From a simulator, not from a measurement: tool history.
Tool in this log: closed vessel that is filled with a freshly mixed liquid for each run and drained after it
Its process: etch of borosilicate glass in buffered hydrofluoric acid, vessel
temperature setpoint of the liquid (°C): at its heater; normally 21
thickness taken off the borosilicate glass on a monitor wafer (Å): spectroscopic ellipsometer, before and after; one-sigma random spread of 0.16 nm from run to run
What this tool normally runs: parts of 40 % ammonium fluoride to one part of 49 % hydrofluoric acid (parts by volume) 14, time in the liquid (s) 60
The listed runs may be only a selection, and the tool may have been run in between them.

run   hour  temperature setpoint of the liquid (°C)  parts of 40 % ammonium fluoride to one part of 49 % hydrofluoric acid (parts by volume)  time in the liquid (s)  wafers since the last listed run  hours since the thermometer was replaced  hours since the hydrofluoric acid flow meter was replaced  hours since the gauge calibration  read-back film thickness of the borosilicate glass reference wafer, read on the same gauge (nm)  thickness taken off the borosilicate glass on a monitor wafer (Å)
  1      0                                       21                                                                                       14                      60                                 0                                    1243.8                                                     1214.9                               36.7                                                                                               70                                                              488.3
  2   16.6                                       21                                                                                       14                      60                              1416                                    1260.4                                                     1231.5                               53.3                                                                                            69.97                                                              487.5
  3   26.3                                       21                                                                                       14                      60                               827                                    1270.1                                                     1241.2                                 63                                                                                               70                                                              490.3
  4   33.9                                       21                                                                                       14                      60                               648                                    1277.7                                                     1248.8                               70.6                                                                                               70                                                              485.7
  5   50.8                                       21                                                                                       14                      60                              1441                                    1294.6                                                     1265.7                               87.5                                                                                            69.97                                                              489.1
  6   65.7                                       21                                                                                       14                      60                              1271                                    1309.5                                                     1280.6                              102.4                                                                                               70                                                              487.3
  7   82.4                                       21                                                                                       14                      60                              1424                                    1326.2                                                     1297.3                              119.1                                                                                               70                                                              486.3
  8   96.6                                       21                                                                                       14                      60                              1211                                    1340.4                                                     1311.5                              133.3                                                                                               70                                                              489.4
  9  107.8                                       21                                                                                       14                      60                               955                                    1351.6                                                     1322.7                              144.5                                                                                            69.98                                                              489.2
 10  119.3                                       21                                                                                       14                      60                               980                                    1363.1                                                     1334.2                                156                                                                                            70.01                                                              488.4
 11    173                                       21                                                                                       14                      60                              4580                                    1416.8                                                     1387.9                              209.7                                                                                            70.02                                                              486.6
 12  180.5                                       21                                                                                       14                      60                               639                                    1424.3                                                     1395.4                              217.2                                                                                               70                                                              484.4
 13  187.9                                       21                                                                                       14                      60                               631                                    1431.7                                                     1402.8                              224.6                                                                                            69.95                                                              491.2
 14  195.8                                       17                                                                                       14                      60                               673                                    1439.6                                                     1410.7                              232.5                                                                                            70.02                                                              390.9
     199.1  -- gauge calibrated
     240.7  -- thermometer replaced
 15  246.8                                     17.5                                                                                       14                      60                              4265                                       6.1                                                     1461.7                               47.7                                                                                            70.04                                                              403.3
 16  258.4                                       21                                                                                     10.5                      30                               989                                      17.7                                                     1473.3                               59.3                                                                                            69.98                                                                325
 17  267.1                                       21                                                                                       14                      40                               742                                      26.4                                                       1482                                 68                                                                                            70.02                                                              325.7
       281  -- hydrofluoric acid flow meter replaced
 18  283.1                                       19                                                                                     12.5                      60                              1279                                      42.4                                                        2.1                                 84                                                                                            70.03                                                              491.4
 19  297.9                                       21                                                                                       14                      60                              1262                                      57.2                                                       16.9                               98.8                                                                                            70.02                                                              488.7
 20  310.3                                       21                                                                                       14                      60                              1057                                      69.6                                                       29.3                              111.2                                                                                               70                                                              488.3
 21  328.3                                     23.5                                                                                       14                      85                              1535                                      87.6                                                       47.3                              129.2                                                                                               70                                                              794.9
 22  341.9                                       21                                                                                       14                      60                              1160                                     101.2                                                       60.9                              142.8                                                                                               70                                                              491.6
 23  354.9                                       21                                                                                       14                      60                              1108                                     114.2                                                       73.9                              155.8                                                                                            70.03                                                              489.5
 24  361.6                                       21                                                                                       14                      60                               571                                     120.9                                                       80.6                              162.5                                                                                            69.97                                                              489.1
 25    374                                       17                                                                                       10                      45                              1057                                     133.3                                                         93                              174.9                                                                                               70                                                              409.8
 26  385.1                                       19                                                                                       14                      60                               946                                     144.4                                                      104.1                                186                                                                                            70.05                                                              439.2

List, for all runs, the conditions of the tool that the log does not record:
liquid colder than its thermometer reads (K): 0, the same for each run
hydrofluoric acid flow above the setpoint (%): 0, the same for each run
gauge reads high (%): 0, the same for each run
